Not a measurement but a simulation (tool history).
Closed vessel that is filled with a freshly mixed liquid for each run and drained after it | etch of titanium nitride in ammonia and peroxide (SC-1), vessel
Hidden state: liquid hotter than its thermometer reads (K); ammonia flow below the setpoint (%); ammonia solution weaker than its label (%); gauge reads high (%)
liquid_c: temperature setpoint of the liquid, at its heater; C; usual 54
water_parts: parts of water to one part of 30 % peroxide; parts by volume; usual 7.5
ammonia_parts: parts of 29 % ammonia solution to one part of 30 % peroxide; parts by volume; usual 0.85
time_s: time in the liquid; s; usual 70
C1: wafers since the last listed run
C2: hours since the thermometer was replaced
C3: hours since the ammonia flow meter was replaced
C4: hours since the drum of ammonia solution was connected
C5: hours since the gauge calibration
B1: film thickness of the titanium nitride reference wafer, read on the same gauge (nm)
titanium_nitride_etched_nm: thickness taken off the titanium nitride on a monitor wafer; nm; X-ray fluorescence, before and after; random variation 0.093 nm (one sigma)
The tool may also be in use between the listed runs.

Run 1, hour 0: usual settings but time_s 55 s; C1 0; C2 2031.6; C3 189.2; C4 339.7; C5 2527.3; B1 49.96. Result: titanium_nitride_etched_nm 11.26 nm.
At hour 25.4: gauge calibrated.
At hour 111.4: thermometer replaced.
Run 2, hour 127.7: usual settings but liquid_c 51.5 C; C1 13823; C2 16.3; C3 316.9; C4 467.4; C5 102.3; B1 50.01. Result: titanium_nitride_etched_nm 11.27 nm.
Run 3, hour 164.1: usual settings; C1 3971; C2 52.7; C3 353.3; C4 503.8; C5 138.7; B1 49.97. Result: titanium_nitride_etched_nm 13.47 nm.
Run 4, hour 230.5: usual settings; C1 7244; C2 119.1; C3 419.7; C4 570.2; C5 205.1; B1 49.94. Result: titanium_nitride_etched_nm 13.51 nm.
Run 5, hour 295.7: usual settings but liquid_c 62 C, water_parts 5 parts by volume, time_s 40 s; C1 7113; C2 184.3; C3 484.9; C4 635.4; C5 270.3; B1 50. Result: titanium_nitride_etched_nm 15.74 nm.
Run 6, hour 380.1: usual settings but liquid_c 62.5 C, time_s 90 s; C1 9208; C2 268.7; C3 569.3; C4 719.8; C5 354.7; B1 50.04. Result: titanium_nitride_etched_nm 30.78 nm.
At hour 397.4: new drum of ammonia solution connected.
Run 7, hour 440.4: usual settings; C1 6469; C2 329; C3 629.6; C4 43; C5 415; B1 49.98. Result: titanium_nitride_etched_nm 13.46 nm.
Run 8, hour 492.8: usual settings but liquid_c 61 C, water_parts 5.5 parts by volume; C1 5717; C2 381.4; C3 682; C4 95.4; C5 467.4; B1 49.99. Result: titanium_nitride_etched_nm 25.24 nm.
Run 9, hour 597.6: usual settings; C1 11434; C2 486.2; C3 786.8; C4 200.2; C5 572.2; B1 50. Result: titanium_nitride_etched_nm 13.77 nm.
Run 10, hour 665.1: usual settings; C1 7364; C2 553.7; C3 854.3; C4 267.7; C5 639.7; B1 50.02. Result: titanium_nitride_etched_nm 13.66 nm.
Run 11, hour 760.1: usual settings but liquid_c 47.5 C, water_parts 5 parts by volume, time_s 50 s; C1 10364; C2 648.7; C3 949.3; C4 362.7; C5 734.7; B1 50. Result: titanium_nitride_etched_nm 7.49 nm.
Run 12, hour 817.3: usual settings; C1 6240; C2 705.9; C3 1006.5; C4 419.9; C5 791.9; B1 50.03. Result: titanium_nitride_etched_nm 13.78 nm.
Run 13, hour 855.7: usual settings but liquid_c 57 C, water_parts 9.5 parts by volume, time_s 35 s; C1 4189; C2 744.3; C3 1044.9; C4 458.3; C5 830.3; B1 50. Result: titanium_nitride_etched_nm 7.49 nm.
Run 14, hour 904.8: usual settings but liquid_c 60 C, water_parts 6 parts by volume, ammonia_parts 0.55 parts by volume, time_s 105 s; C1 5357; C2 793.4; C3 1094; C4 507.4; C5 879.4; B1 50.02. Result: titanium_nitride_etched_nm 32.18 nm.
Run 15, hour 990.5: usual settings but liquid_c 64 C, ammonia_parts 0.65 parts by volume; C1 9350; C2 879.1; C3 1179.7; C4 593.1; C5 965.1; B1 49.95. Result: titanium_nitride_etched_nm 25.73 nm.
Run 16, hour 1056.5: usual settings but water_parts 5 parts by volume, ammonia_parts 0.55 parts by volume; C1 7200; C2 945.1; C3 1245.7; C4 659.1; C5 1031.1; B1 50.05. Result: titanium_nitride_etched_nm 15.4 nm.
Run 17, hour 1107.4: usual settings but liquid_c 57 C, water_parts 10 parts by volume, time_s 105 s; C1 5553; C2 996; C3 1296.6; C4 710; C5 1082; B1 50.04. Result: titanium_nitride_etched_nm 22.03 nm.
At hour 1120.4: new drum of ammonia solution connected.
At hour 1162.8: ammonia flow meter replaced.
Run 18, hour 1177.6: usual settings but water_parts 5.5 parts by volume, ammonia_parts 0.6 parts by volume; C1 7440; C2 1066.2; C3 14.8; C4 57.2; C5 1152.2; B1 49.98. Result: titanium_nitride_etched_nm 15.27 nm.
Run 19, hour 1235.9: usual settings but liquid_c 63.5 C, time_s 30 s; C1 6360; C2 1124.5; C3 73.1; C4 115.5; C5 1210.5; B1 50.01. Result: titanium_nitride_etched_nm 11.1 nm.
Run 20, hour 1324: usual settings but liquid_c 47.5 C, water_parts 11.5 parts by volume; C1 9612; C2 1212.6; C3 161.2; C4 203.6; C5 1298.6; B1 49.97. Result: titanium_nitride_etched_nm 7.24 nm.
Run 21, hour 1424.8: usual settings but liquid_c 45 C, ammonia_parts 1.1 parts by volume, time_s 90 s; C1 10997; C2 1313.4; C3 262; C4 304.4; C5 1399.4; B1 49.99. Result: titanium_nitride_etched_nm 9.89 nm.
Run 22, hour 1469.6: usual settings but liquid_c 49.5 C, ammonia_parts 0.55 parts by volume, time_s 110 s; C1 4887; C2 1358.2; C3 306.8; C4 349.2; C5 1444.2; B1 50. Result: titanium_nitride_etched_nm 15.33 nm.
Run 23, hour 1546.6: usual settings but water_parts 5.5 parts by volume, time_s 85 s; C1 8401; C2 1435.2; C3 383.8; C4 426.2; C5 1521.2; B1 49.99. Result: titanium_nitride_etched_nm 19.55 nm.
Run 24, hour 1645.3: usual settings but liquid_c 58 C, water_parts 9.5 parts by volume, time_s 100 s; C1 10768; C2 1533.9; C3 482.5; C4 524.9; C5 1619.9; B1 50. Result: titanium_nitride_etched_nm 23.28 nm.
Run 25, hour 1682.1: usual settings but water_parts 5 parts by volume, ammonia_parts 0.55 parts by volume; C1 4015; C2 1570.7; C3 519.3; C4 561.7; C5 1656.7; B1 50. Result: titanium_nitride_etched_nm 15.93 nm.
Run 26, hour 1785.3: usual settings but liquid_c 60 C; C1 11259; C2 1673.9; C3 622.5; C4 664.9; C5 1759.9; B1 50.03. Result: titanium_nitride_etched_nm 20.95 nm.
At hour 1802.1: new drum of ammonia solution connected.
Run 27, hour 1832.8: usual settings; C1 5073; C2 1721.4; C3 670; C4 30.7; C5 1807.4; B1 50.04. Result: titanium_nitride_etched_nm 14.15 nm.

4 ways to go on from here, each from the tool as it stands after run 27. What would each give?
Run A, hour 1833.5: usual settings; C1 76; C2 1722.1; C3 670.7; C4 31.4; C5 1808.1; B1 ?. Result: titanium_nitride_etched_nm ?.
Run B, hour 1833.5: usual settings but liquid_c 57.5 C, time_s 100 s; C1 76; C2 1722.1; C3 670.7; C4 31.4; C5 1808.1; B1 ?. Result: titanium_nitride_etched_nm ?.
Run C, hour 1833.5: usual settings but liquid_c 61.5 C, ammonia_parts 0.45 parts by volume, time_s 45 s; C1 76; C2 1722.1; C3 670.7; C4 31.4; C5 1808.1; B1 ?. Result: titanium_nitride_etched_nm ?.
Run D, hour 1833.5: usual settings but water_parts 11.5 parts by volume, ammonia_parts 1 parts by volume, time_s 80 s; C1 76; C2 1722.1; C3 670.7; C4 31.4; C5 1808.1; B1 ?. Result: titanium_nitride_etched_nm ?.

run     B1  titanium_nitride_etched_nm
  A  49.99                       14.13
  B  49.99                       25.51
  C  49.99                       13.48
  D  49.99                       13.38
Without the tool's hidden state the same runs would have given:
run  titanium_nitride_etched_nm
  A                       13.43
  B                       24.27
  C                       12.84
  D                       12.72
